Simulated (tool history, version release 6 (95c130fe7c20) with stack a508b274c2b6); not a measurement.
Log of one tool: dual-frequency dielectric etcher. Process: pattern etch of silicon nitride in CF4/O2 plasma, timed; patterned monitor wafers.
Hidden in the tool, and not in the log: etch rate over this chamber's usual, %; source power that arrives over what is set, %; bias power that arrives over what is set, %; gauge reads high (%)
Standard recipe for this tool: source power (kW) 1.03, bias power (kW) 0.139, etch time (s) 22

| run | hour | source power (kW) | bias power (kW) | etch time (s) | wafers since the last listed run | hours since the last wet clean | hours since the last source power generator calibration | hours since the last bias power generator calibration | hours since the last upper electrode change | hours since the gauge calibration | read-back reference wafer on the same gauge, depth_nm | mean etch depth across the wafer (nm) |
|---|---|---|---|---|---|---|---|---|---|---|---|---|
| 1 | 0 | 1.03 | 0.125 | 22 | 0 | 202.3 | 2280.5 | 3430.1 | 2591 | 1538.1 | 60.1 | 70.2 |
| 2 | 27.9 | 1.03 | 0.139 | 22 | 525 | 230.2 | 2308.4 | 3458 | 2618.9 | 1566 | 60.1 | 72.9 |
|  | 123.5 | bias power generator calibrated |
| 3 | 231.8 | 1.03 | 0.139 | 22 | 3767 | 434.1 | 2512.3 | 108.3 | 2822.8 | 1769.9 | 60.1 | 73.6 |
|  | 258.1 | wet clean of the chamber |
| 4 | 271.8 | 1.03 | 0.139 | 22 | 301 | 13.7 | 2552.3 | 148.3 | 2862.8 | 1809.9 | 60.1 | 71.1 |
| 5 | 297.9 | 1.03 | 0.121 | 22 | 491 | 39.8 | 2578.4 | 174.4 | 2888.9 | 1836 | 60.1 | 67.7 |
| 6 | 326.9 | 1.03 | 0.154 | 22 | 546 | 68.8 | 2607.4 | 203.4 | 2917.9 | 1865 | 60.1 | 73.6 |
| 7 | 354.4 | 1.03 | 0.165 | 22 | 518 | 96.3 | 2634.9 | 230.9 | 2945.4 | 1892.5 | 60.1 | 75.1 |
| 8 | 405 | 0.87 | 0.139 | 26.5 | 953 | 146.9 | 2685.5 | 281.5 | 2996 | 1943.1 | 60.1 | 73.8 |
| 9 | 452.5 | 1.03 | 0.156 | 24 | 895 | 194.4 | 2733 | 329 | 3043.5 | 1990.6 | 60.1 | 81 |
|  | 504.5 | source power generator calibrated |
| 10 | 513.9 | 0.89 | 0.174 | 27 | 1081 | 255.8 | 9.4 | 390.4 | 3104.9 | 2052 | 60.1 | 86.5 |
| 11 | 584.2 | 1.03 | 0.139 | 16.5 | 1324 | 326.1 | 79.7 | 460.7 | 3175.2 | 2122.3 | 60.1 | 56.7 |
|  | 615 | gauge calibrated |
| 12 | 640.9 | 1.03 | 0.139 | 22 | 1068 | 382.8 | 136.4 | 517.4 | 3231.9 | 25.9 | 60.1 | 75.6 |
|  | 709.4 | wet clean of the chamber |
| 13 | 709.9 | 1.03 | 0.167 | 18.5 | 848 | 0.5 | 205.4 | 586.4 | 3300.9 | 94.9 | 60.1 | 65.9 |
| 14 | 725.4 | 0.93 | 0.159 | 27.5 | 292 | 16 | 220.9 | 601.9 | 3316.4 | 110.4 | 60.1 | 87.8 |
|  | 766 | upper electrode replaced |
| 15 | 782.7 | 1.03 | 0.139 | 22 | 627 | 73.3 | 278.2 | 659.2 | 16.7 | 167.7 | 60.1 | 73.6 |
| 16 | 820.8 | 1.03 | 0.139 | 22 | 717 | 111.4 | 316.3 | 697.3 | 54.8 | 205.8 | 60.1 | 73.9 |
| 17 | 894.2 | 1.03 | 0.139 | 22 | 1383 | 184.8 | 389.7 | 770.7 | 128.2 | 279.2 | 60.1 | 73.5 |
| 18 | 931.5 | 1.03 | 0.154 | 22 | 702 | 222.1 | 427 | 808 | 165.5 | 316.5 | 60.1 | 77.7 |
| 19 | 997.4 | 1.03 | 0.119 | 22 | 1241 | 288 | 492.9 | 873.9 | 231.4 | 382.4 | 60.1 | 70.6 |
| 20 | 1059.6 | 1.13 | 0.157 | 22 | 1172 | 350.2 | 555.1 | 936.1 | 293.6 | 444.6 | 60.1 | 84.6 |
| 21 | 1084.3 | 1.03 | 0.139 | 22 | 465 | 374.9 | 579.8 | 960.8 | 318.3 | 469.3 | 60.1 | 75 |
|  | 1141.7 | wet clean of the chamber |
| 22 | 1142.2 | 1.25 | 0.121 | 26 | 638 | 0.5 | 637.7 | 1018.7 | 376.2 | 527.2 | 60.1 | 97.5 |
| 23 | 1159.4 | 1.03 | 0.109 | 16.5 | 324 | 17.7 | 654.9 | 1035.9 | 393.4 | 544.4 | 60.1 | 50.3 |
| 24 | 1195.4 | 1.15 | 0.163 | 24.5 | 678 | 53.7 | 690.9 | 1071.9 | 429.4 | 580.4 | 60.1 | 94.8 |
| 25 | 1263.2 | 0.79 | 0.139 | 22 | 1277 | 121.5 | 758.7 | 1139.7 | 497.2 | 648.2 | 60.2 | 57.6 |
| 26 | 1297.9 | 1.03 | 0.139 | 23.5 | 653 | 156.2 | 793.4 | 1174.4 | 531.9 | 682.9 | 60.1 | 78.5 |
| 27 | 1339.4 | 1.03 | 0.139 | 22 | 782 | 197.7 | 834.9 | 1215.9 | 573.4 | 724.4 | 60.1 | 73.6 |
| 28 | 1375.3 | 1.03 | 0.161 | 22 | 676 | 233.6 | 870.8 | 1251.8 | 609.3 | 760.3 | 60 | 77.6 |
| 29 | 1405.2 | 1.28 | 0.168 | 22 | 563 | 263.5 | 900.7 | 1281.7 | 639.2 | 790.2 | 60.1 | 95 |

Branching from run 29: 5 alternative next runs. What would each branch give?
| A | 1405.6 | 1.03 | 0.166 | 22 | 7 | 263.9 | 901.1 | 1282.1 | 639.6 | 790.6 | ? | ? |
| B | 1405.6 | 1.13 | 0.123 | 25 | 7 | 263.9 | 901.1 | 1282.1 | 639.6 | 790.6 | ? | ? |
| C | 1405.6 | 1.03 | 0.159 | 27.5 | 7 | 263.9 | 901.1 | 1282.1 | 639.6 | 790.6 | ? | ? |
| D | 1405.6 | 0.79 | 0.139 | 20 | 7 | 263.9 | 901.1 | 1282.1 | 639.6 | 790.6 | ? | ? |
| E | 1405.6 | 1.03 | 0.121 | 16 | 7 | 263.9 | 901.1 | 1282.1 | 639.6 | 790.6 | ? | ? |

| run | read-back reference wafer on the same gauge, depth_nm | mean etch depth across the wafer (nm) |
|---|---|---|
| A | 60.1 | 78.2 |
| B | 60.1 | 87.3 |
| C | 60.1 | 96.2 |
| D | 60.1 | 52.5 |
| E | 60.1 | 51.1 |
Without the tool's unlogged condition, the same runs would have read:
| run | mean etch depth across the wafer (nm) |
|---|---|
| A | 77.7 |
| B | 86.7 |
| C | 95.6 |
| D | 52.2 |
| E | 50.8 |

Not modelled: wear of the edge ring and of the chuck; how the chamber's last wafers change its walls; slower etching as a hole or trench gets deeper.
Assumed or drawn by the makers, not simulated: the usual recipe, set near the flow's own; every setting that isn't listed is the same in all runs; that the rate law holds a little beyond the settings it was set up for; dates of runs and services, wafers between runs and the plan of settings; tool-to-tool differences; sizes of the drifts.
